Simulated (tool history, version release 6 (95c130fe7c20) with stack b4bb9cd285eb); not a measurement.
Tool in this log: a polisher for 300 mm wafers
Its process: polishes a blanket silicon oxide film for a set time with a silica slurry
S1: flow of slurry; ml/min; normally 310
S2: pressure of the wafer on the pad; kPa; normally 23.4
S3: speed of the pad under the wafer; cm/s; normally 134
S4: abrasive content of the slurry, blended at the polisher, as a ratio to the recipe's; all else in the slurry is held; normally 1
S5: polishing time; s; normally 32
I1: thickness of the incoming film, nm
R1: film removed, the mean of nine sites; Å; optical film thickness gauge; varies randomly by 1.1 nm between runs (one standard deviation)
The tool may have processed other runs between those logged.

run   hour   S1    S2   S3    S4  S5      I1    R1
  1      0  310    29  134     1  32  1341.4   892
  2   29.4  310    29  134     1  32  1353.8   892
      43.4  -- worn pad replaced by a new one
  3     48  270  23.4  134   1.2  32  1348.4   836
  4   75.6  270  23.4  134   1.2  32  1360.5   833
  5  106.2  310  18.6  134     1  32  1322.2   617
  6  121.2  350  23.4  134     1  32  1340.7   736
     124.3  -- slurry blender recalibrated
  7  154.4  310  23.4  134     1  32  1324.3   753
  8  181.8  225  23.4  134     1  41  1317.7   930
  9  199.5  310  23.4  134     1  38  1328.3   867
     205.9  -- head pressure recalibrated
 10  219.8  220  28.3  134   1.1  25  1359.5   709
     236.6  -- conditioning disc replaced and pad reconditioned
 11  249.1  310  23.4  134     1  32  1359.3   812
 12  263.1  225  23.4  134     1  41  1370.3  1016
     287.7  -- worn pad replaced by a new one
 13  292.2  310  23.4  134     1  32  1342.8   809
     298.1  -- slurry nozzle cleaned
 14  311.2  310  23.4  160   1.3  32  1323.8  1056
     392.8  -- slurry blender recalibrated
 15  418.3  310  23.4  134     1  32  1326.5   762
 16  452.5  310    29  134  0.75  32  1320.4   697
 17  470.5  340  18.6  134   1.1  32  1339.7   657
 18  504.3  310  23.4  134   0.8  32    1327   625
 19  522.1  310  23.4  134     1  32  1335.1   722
 20  540.5  310  28.3  134   1.2  32  1346.3   947
       548  -- worn pad replaced by a new one
 21  565.8  240  23.4  116  1.15  21  1339.2   483
     596.1  -- conditioning disc replaced and pad reconditioned
 22  599.7  310  23.4  134     1  36    1341   940
     620.3  -- slurry blender recalibrated
 23  633.6  360  23.4  178     1  32  1325.6  1013
 24  656.5  280  23.4  134     1  32  1337.4   777
 25  674.7  310  23.4  134     1  32  1354.8   781

Selected run-to-run steps in R1, each split into two signed amounts: the part the tool would show with no hidden state at all (from settings, incoming material and random variation), and the remainder, which goes to the hidden state together with any gauge scatter not common to the measured and the hidden-state-free results:
The hidden state here: removal rate lost through wear of the pad, %; slurry flow missing at the pad, %; deviation of the head's pressure from its setpoint, %; abrasive missing from the slurry, %; time polished since the conditioner stopped cutting, s.
Run 10 -> 11: S1 220 -> 310, S2 28.3 -> 23.4, S4 1.1 -> 1, S5 25 -> 32, conditioning disc replaced and pad reconditioned. R1 +103 Å: hidden state +107, all else -4.
Run 20 -> 21: S1 310 -> 240, S2 28.3 -> 23.4, S3 134 -> 116, S4 1.2 -> 1.15, S5 32 -> 21, worn pad replaced by a new one. R1 -464 Å: hidden state +115, all else -579.
Run 21 -> 22: S1 240 -> 310, S3 116 -> 134, S4 1.15 -> 1, S5 21 -> 36, conditioning disc replaced and pad reconditioned. R1 +457 Å: hidden state +45, all else +412.
